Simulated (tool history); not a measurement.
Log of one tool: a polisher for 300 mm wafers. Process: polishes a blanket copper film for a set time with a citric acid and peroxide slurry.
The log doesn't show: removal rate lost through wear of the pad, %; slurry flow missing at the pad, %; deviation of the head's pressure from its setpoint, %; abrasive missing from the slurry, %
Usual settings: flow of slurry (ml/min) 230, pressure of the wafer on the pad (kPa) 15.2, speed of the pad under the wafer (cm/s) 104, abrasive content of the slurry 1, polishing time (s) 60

run   hour  flow of slurry (ml/min)  pressure of the wafer on the pad (kPa)  speed of the pad under the wafer (cm/s)  abrasive content of the slurry  polishing time (s)  wafers since the last listed run  wafers polished on this pad  hours since the slurry nozzle was cleaned  hours since the head pressure was calibrated  hours since the slurry blender was calibrated  incoming thickness of the incoming film, nm  film removed (Å)
  1      0                      230                                    15.2                                      104                               1                  60                                 0                           17                                      652.4                                         893.9                                           84.3                                        946.2              1085
  2    8.7                      230                                    15.2                                      104                               1                  60                                64                           82                                      661.1                                         902.6                                             93                                        936.1              1118
  3   42.7                      230                                    15.2                                      104                               1                  60                               253                          336                                      695.1                                         936.6                                            127                                        957.1              1065
  4   53.9                      230                                    15.2                                      104                               1                  60                                83                          419                                      706.3                                         947.8                                          138.2                                        947.8              1071
  5   70.7                      230                                    15.2                                      104                               1                  60                               125                          544                                      723.1                                         964.6                                            155                                        963.4              1058
  6   82.6                      230                                    15.2                                      104                               1                  60                                88                          633                                        735                                         976.5                                          166.9                                        955.5              1059
  7   94.2                      230                                    15.2                                      104                               1                  60                                86                          719                                      746.6                                         988.1                                          178.5                                        959.5              1054
  8  101.8                      230                                    15.2                                      104                               1                  60                                56                          776                                      754.2                                         995.7                                          186.1                                        960.1              1043
  9  108.1                      230                                    15.2                                      104                               1                  60                                46                          823                                      760.5                                          1002                                          192.4                                        944.9              1046
     122.2  -- head pressure recalibrated
 10  124.6                      230                                    15.2                                      104                               1                  60                               108                          931                                        777                                           2.4                                          208.9                                        935.2              1027
     158.3  -- worn pad replaced by a new one
     165.6  -- slurry blender recalibrated
 11  171.6                      230                                    15.2                                      104                            0.85                  60                               305                           83                                        824                                          49.4                                              6                                        938.8              1089
 12  183.9                      230                                    15.2                                       84                               1                  60                                91                          175                                      836.3                                          61.7                                           18.3                                          945               946
     187.9  -- slurry nozzle cleaned
 13    199                      185                                    15.2                                       70                               1                  60                               105                          280                                       11.1                                          76.8                                           33.4                                        946.9               796
 14  213.6                      230                                    15.2                                      104                               1                  60                               108                          389                                       25.7                                          91.4                                             48                                        963.7              1115

The next listed run, before its measurement:
 15  221.9                      190                                    15.2                                      104                               1                  60                                61                          451                                         34                                          99.7                                           56.3                                        969.1                 ?

{"run 15": {"film removed (Å)": 1098}}
Without the tool's hidden state the same run would have given film removed (Å) 1122.
